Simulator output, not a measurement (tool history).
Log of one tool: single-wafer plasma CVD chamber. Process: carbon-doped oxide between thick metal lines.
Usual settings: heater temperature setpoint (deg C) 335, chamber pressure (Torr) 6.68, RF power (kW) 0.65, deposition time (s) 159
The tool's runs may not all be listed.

run,hour,heater temperature setpoint (deg C),chamber pressure (Torr),RF power (kW),deposition time (s),wafers since the last listed run,hours since the last thermocouple change,hours since the last RF generator calibration,hours since the last manometer calibration,hours since the showerhead was replaced,hours since the gauge calibration,"read-back reference wafer on the same gauge, thickness_nm",mean film thickness on the monitor wafer (angstrom)
1,0,335,6.68,0.565,147,0,2237,1076.9,1832.4,4260.1,32.2,899.294,8234.58
2,14.4,335,6.68,0.565,147,146,2251.4,1091.3,1846.8,4274.5,46.6,899.889,8236.86
3,36.1,335,6.68,0.565,147,220,2273.1,1113,1868.5,4296.2,68.3,900.043,8206.52
4,48.2,335,6.68,0.65,159,123,2285.2,1125.1,1880.6,4308.3,80.4,900.141,9931.59
5,59.4,335,6.68,0.65,159,113,2296.4,1136.3,1891.8,4319.5,91.6,900.119,9915.89
# hour 71.8: showerhead replaced
6,72.3,335,6.68,0.65,159,49,2309.3,1149.2,1904.7,0.5,104.5,899.785,9913.62
7,76.4,335,6.68,0.65,159,41,2313.4,1153.3,1908.8,4.6,108.6,900.02,9902.71
# hour 95.7: capacitance manometer re-zeroed and calibrated
8,96.2,335,6.68,0.65,159,120,2333.2,1173.1,0.5,24.4,128.4,899.743,9887.85
# hour 100.2: gauge calibrated
# hour 106.8: thermocouple changed; heater temperature recalibrated
9,107.3,329,6.68,0.7,159,31,0.5,1184.2,11.6,35.5,7.1,900.039,10645.01
# hour 123.1: RF generator calibrated
10,123.6,324,6.68,0.545,159,84,16.8,0.5,27.9,51.8,23.4,899.579,9493.76
11,129.6,335,6.68,0.74,159,61,22.8,6.5,33.9,57.8,29.4,899.957,11541.78
12,139.4,335,6.68,0.65,159,99,32.6,16.3,43.7,67.6,39.2,899.778,10473.09
13,149.1,335,6.68,0.65,159,98,42.3,26,53.4,77.3,48.9,900.266,10469.27
14,159,347,8.11,0.65,159,100,52.2,35.9,63.3,87.2,58.8,899.674,10298.47
15,175,335,5.73,0.65,139,162,68.2,51.9,79.3,103.2,74.8,900.151,8936.44
16,190.1,341,8.06,0.715,174,153,83.3,67,94.4,118.3,89.9,899.833,12317.95

3 ways to go on from here, each from the tool as it stands after run 16. What would each give?
A,190.5,335,6.68,0.65,159,4,83.7,67.4,94.8,118.7,90.3,?,?
B,190.5,323,6.68,0.76,159,4,83.7,67.4,94.8,118.7,90.3,?,?
C,190.5,331,8.35,0.69,148,4,83.7,67.4,94.8,118.7,90.3,?,?

run,"read-back reference wafer on the same gauge, thickness_nm",mean film thickness on the monitor wafer (angstrom)
A,899.721,10473.5
B,899.721,12262.67
C,899.721,10563.93
Without the tool's hidden state the same runs would have given:
run,mean film thickness on the monitor wafer (angstrom)
A,10486.23
B,12277.15
C,10576.4
